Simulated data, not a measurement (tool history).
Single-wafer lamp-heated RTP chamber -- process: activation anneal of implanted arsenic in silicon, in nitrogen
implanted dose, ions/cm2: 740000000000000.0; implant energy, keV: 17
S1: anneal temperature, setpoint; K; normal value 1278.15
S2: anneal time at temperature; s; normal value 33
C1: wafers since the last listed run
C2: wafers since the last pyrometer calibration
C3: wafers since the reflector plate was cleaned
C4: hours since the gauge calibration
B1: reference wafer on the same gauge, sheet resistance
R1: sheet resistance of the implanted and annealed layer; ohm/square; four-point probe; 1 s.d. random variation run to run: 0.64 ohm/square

run 1 hour=0 | S1=1278.15 S2=44 | C1=0 C2=1516 C3=6697 C4=588.5 | B1=140.09 | R1=141.91
run 2 hour=22.3 | S1=1278.15 S2=33 | C1=217 C2=1734 C3=6915 C4=610.8 | B1=139.95 | R1=145.69
run 3 hour=41.6 | S1=1278.15 S2=33 | C1=188 C2=1922 C3=7103 C4=630.1 | B1=140.05 | R1=144.64
run 4 hour=76.6 | S1=1264.15 S2=33 | C1=341 C2=2264 C3=7445 C4=665.1 | B1=139.91 | R1=148.26
-- hour=98.5 reflector plate cleaned
-- hour=150.7 pyrometer window cleaned and pyrometer calibrated
run 5 hour=160.6 | S1=1264.15 S2=33 | C1=664 C2=96 C3=528 C4=749.1 | B1=140.1 | R1=149.72
run 6 hour=237.8 | S1=1264.15 S2=33 | C1=753 C2=850 C3=1282 C4=826.3 | B1=139.91 | R1=150.79
run 7 hour=261.6 | S1=1278.15 S2=19 | C1=232 C2=1083 C3=1514 C4=850.1 | B1=140 | R1=150.6
run 8 hour=286.2 | S1=1278.15 S2=19 | C1=240 C2=1323 C3=1755 C4=874.7 | B1=139.99 | R1=151.64
run 9 hour=299.8 | S1=1278.15 S2=33 | C1=132 C2=1456 C3=1887 C4=888.3 | B1=139.91 | R1=144.71
run 10 hour=312.9 | S1=1278.15 S2=33 | C1=127 C2=1584 C3=2015 C4=901.4 | B1=140 | R1=145.1
run 11 hour=325.5 | S1=1271.15 S2=41 | C1=123 C2=1707 C3=2138 C4=914 | B1=139.95 | R1=145.17
run 12 hour=354.3 | S1=1278.15 S2=25 | C1=281 C2=1988 C3=2420 C4=942.8 | B1=140.2 | R1=147.52
run 13 hour=371.9 | S1=1278.15 S2=25 | C1=171 C2=2160 C3=2591 C4=960.4 | B1=140.06 | R1=146.84
-- hour=409.9 pyrometer window cleaned and pyrometer calibrated
run 14 hour=410.4 | S1=1291.15 S2=33 | C1=297 C2=5 C3=2889 C4=998.9 | B1=139.99 | R1=143.55
run 15 hour=432.3 | S1=1298.15 S2=33 | C1=213 C2=219 C3=3103 C4=1020.8 | B1=140.1 | R1=141.05
run 16 hour=446.3 | S1=1298.15 S2=33 | C1=136 C2=355 C3=3240 C4=1034.8 | B1=140.12 | R1=142.22
run 17 hour=477.7 | S1=1278.15 S2=44 | C1=306 C2=662 C3=3546 C4=1066.2 | B1=140.03 | R1=143.38
run 18 hour=511.7 | S1=1293.15 S2=45 | C1=332 C2=994 C3=3878 C4=1100.2 | B1=140.17 | R1=138.75
run 19 hour=533.8 | S1=1294.15 S2=42 | C1=215 C2=1210 C3=4094 C4=1122.3 | B1=139.93 | R1=138.58
run 20 hour=563.4 | S1=1294.15 S2=20 | C1=289 C2=1499 C3=4383 C4=1151.9 | B1=139.99 | R1=145.92
run 21 hour=594.5 | S1=1258.15 S2=25 | C1=303 C2=1803 C3=4687 C4=1183 | B1=139.73 | R1=152.42
run 22 hour=620.9 | S1=1278.15 S2=33 | C1=257 C2=2060 C3=4945 C4=1209.4 | B1=140 | R1=143.28
-- hour=630.3 gauge calibrated
run 23 hour=642.9 | S1=1264.15 S2=15 | C1=214 C2=2275 C3=5160 C4=12.6 | B1=140.05 | R1=154.9
run 24 hour=664.1 | S1=1255.15 S2=23 | C1=207 C2=2482 C3=5367 C4=33.8 | B1=139.97 | R1=152.84
-- hour=703.6 pyrometer window cleaned and pyrometer calibrated
-- hour=707.1 reflector plate cleaned
run 25 hour=707.6 | S1=1278.15 S2=48 | C1=312 C2=4 C3=4 C4=77.3 | B1=140.02 | R1=142.6
run 26 hour=721.8 | S1=1258.15 S2=27 | C1=138 C2=143 C3=143 C4=91.5 | B1=139.86 | R1=154.13
run 27 hour=754.3 | S1=1278.15 S2=33 | C1=317 C2=460 C3=460 C4=124 | B1=139.9 | R1=145.57
run 28 hour=788.1 | S1=1278.15 S2=33 | C1=330 C2=790 C3=790 C4=157.8 | B1=140.28 | R1=145.94
run 29 hour=810 | S1=1294.15 S2=49 | C1=213 C2=1004 C3=1004 C4=179.7 | B1=140.07 | R1=137.67
run 30 hour=878.2 | S1=1296.15 S2=16 | C1=665 C2=1670 C3=1670 C4=247.9 | B1=140 | R1=148.44
run 31 hour=900.5 | S1=1301.15 S2=33 | C1=217 C2=1888 C3=1888 C4=270.2 | B1=139.99 | R1=138.28
run 32 hour=913.2 | S1=1278.15 S2=42 | C1=124 C2=2012 C3=2012 C4=282.9 | B1=139.87 | R1=143.64
run 33 hour=941 | S1=1271.15 S2=33 | C1=271 C2=2283 C3=2283 C4=310.7 | B1=139.94 | R1=145.96
run 34 hour=955.6 | S1=1278.15 S2=33 | C1=142 C2=2426 C3=2426 C4=325.3 | B1=139.94 | R1=144.74
-- hour=977.7 pyrometer window cleaned and pyrometer calibrated
run 35 hour=978.2 | S1=1295.15 S2=42 | C1=142 C2=5 C3=2568 C4=347.9 | B1=140.04 | R1=140.5
run 36 hour=1003.5 | S1=1294.15 S2=26 | C1=247 C2=252 C3=2815 C4=373.2 | B1=140.01 | R1=145.52
run 37 hour=1016.2 | S1=1278.15 S2=33 | C1=124 C2=376 C3=2939 C4=385.9 | B1=139.85 | R1=146.34
run 38 hour=1028.3 | S1=1263.15 S2=17 | C1=118 C2=494 C3=3058 C4=398 | B1=140.28 | R1=155.53

Each row is a separate what-if for the run after 38, all from the same tool condition, not one after another. Results?
run A hour=1028.7 | S1=1286.15 S2=33 | C1=3 C2=498 C3=3061 C4=398.4 | B1=? | R1=?
run B hour=1028.7 | S1=1296.15 S2=19 | C1=3 C2=498 C3=3061 C4=398.4 | B1=? | R1=?
run C hour=1028.7 | S1=1260.15 S2=48 | C1=3 C2=498 C3=3061 C4=398.4 | B1=? | R1=?

run=A B1=140.05 R1=145.37
run=B B1=140.05 R1=148.61
run=C B1=140.05 R1=148.58
Take away the tool's hidden state, keep each run's random variation, and the runs would have read:
run=A R1=145.68
run=B R1=148.91
run=C R1=148.94
